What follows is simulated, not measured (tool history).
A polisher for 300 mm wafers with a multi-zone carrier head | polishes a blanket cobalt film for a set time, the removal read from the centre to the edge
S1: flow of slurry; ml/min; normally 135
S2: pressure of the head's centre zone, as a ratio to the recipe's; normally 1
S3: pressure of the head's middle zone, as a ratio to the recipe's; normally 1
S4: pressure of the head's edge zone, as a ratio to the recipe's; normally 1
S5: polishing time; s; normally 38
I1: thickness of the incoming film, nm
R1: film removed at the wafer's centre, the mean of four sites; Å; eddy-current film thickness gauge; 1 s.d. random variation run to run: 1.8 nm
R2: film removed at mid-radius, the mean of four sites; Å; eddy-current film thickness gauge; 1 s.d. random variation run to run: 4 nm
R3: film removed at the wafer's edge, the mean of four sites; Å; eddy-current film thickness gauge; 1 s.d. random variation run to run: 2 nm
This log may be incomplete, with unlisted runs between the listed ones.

run,hour,S1,S2,S3,S4,S5,I1,R1,R2,R3
1,0,135,1,1,1,38,848.1,2959,2875,2900
# hour 11.4: slurry nozzle cleaned
2,59,135,1,1,1,38,821.3,2902,2830,2818
# hour 157.9: centre zone pressure recalibrated
3,158.5,135,0.97,1,1,38,844.7,2686,2720,2762
# hour 189.4: edge zone pressure recalibrated
# hour 273.3: worn pad replaced by a new one
4,454.7,135,0.97,1,1,38,834.6,2834,2857,2926
# hour 498.8: carrier head's membrane replaced by a new one
5,509,135,0.97,1,1,38,831.1,2787,2833,2920
# hour 559: slurry nozzle cleaned
6,579.5,135,1,1,1,33,841.6,2483,2406,2480
7,645,135,1,1,1,33,840.3,2458,2387,2423
8,725.4,135,1,1,1,33,829.9,2442,2332,2364
# hour 730.4: worn pad replaced by a new one
9,771.5,135,1,1,1,38,820,3015,2846,2938
# hour 870.2: centre zone pressure recalibrated
10,870.7,135,1,1,1,38,816.8,2870,2870,2885
11,907.9,135,1.03,0.93,1.06,38,821.3,2944,2750,2986
12,975.1,135,1,1,1,38,825.9,2842,2805,2867
# hour 1002.4: edge zone pressure recalibrated
# hour 1011.6: slurry nozzle cleaned
13,1076.5,135,1,1,1,38,842.5,2829,2765,2804
# hour 1084.9: carrier head's membrane replaced by a new one
14,1135.3,135,1.04,1,0.94,32,835.2,2457,2269,2253
15,1215.2,155,1,1,1,38,828.4,2786,2686,2736
# hour 1267: worn pad replaced by a new one
16,1267.5,135,1.06,1.06,1,46,824.1,3763,3577,3511
17,1355.4,135,1,1.09,1,34,827.1,2659,2687,2624
# hour 1407.3: centre zone pressure recalibrated
18,1457.5,135,1,0.9,1,30,829.5,2248,2099,2315
# hour 1546.2: slurry nozzle cleaned
19,1563.1,135,1,1,1,38,832.9,2799,2762,2824
# hour 1602.4: carrier head's membrane replaced by a new one
20,1640.1,135,1,0.92,1,33,842.6,2422,2289,2425
# hour 1666.1: edge zone pressure recalibrated
# hour 1682.7: worn pad replaced by a new one
21,1685.7,90,0.91,1.09,1.05,38,829.6,2500,2907,2881
22,1727.2,135,0.89,1,1,38,836,2635,2890,2921
23,1770,135,1,0.88,1,30,826.9,2312,2026,2348

Consider 3 possible next runs. They are alternatives, not a sequence: every one starts from the tool as it was left by run 23. What does each give?
A,1770.4,135,1,1,1,38,813.2,?,?,?
B,1770.4,135,1,0.96,1,49,813.2,?,?,?
C,1770.4,135,1,1.12,1,46,813.2,?,?,?

run,R1,R2,R3
A,2908,2885,2937
B,3749,3617,3789
C,3523,3780,3551
Had the tool no hidden state, the same runs would have come out as:
run,R1,R2,R3
A,2873,2896,2949
B,3703,3632,3804
C,3480,3795,3565
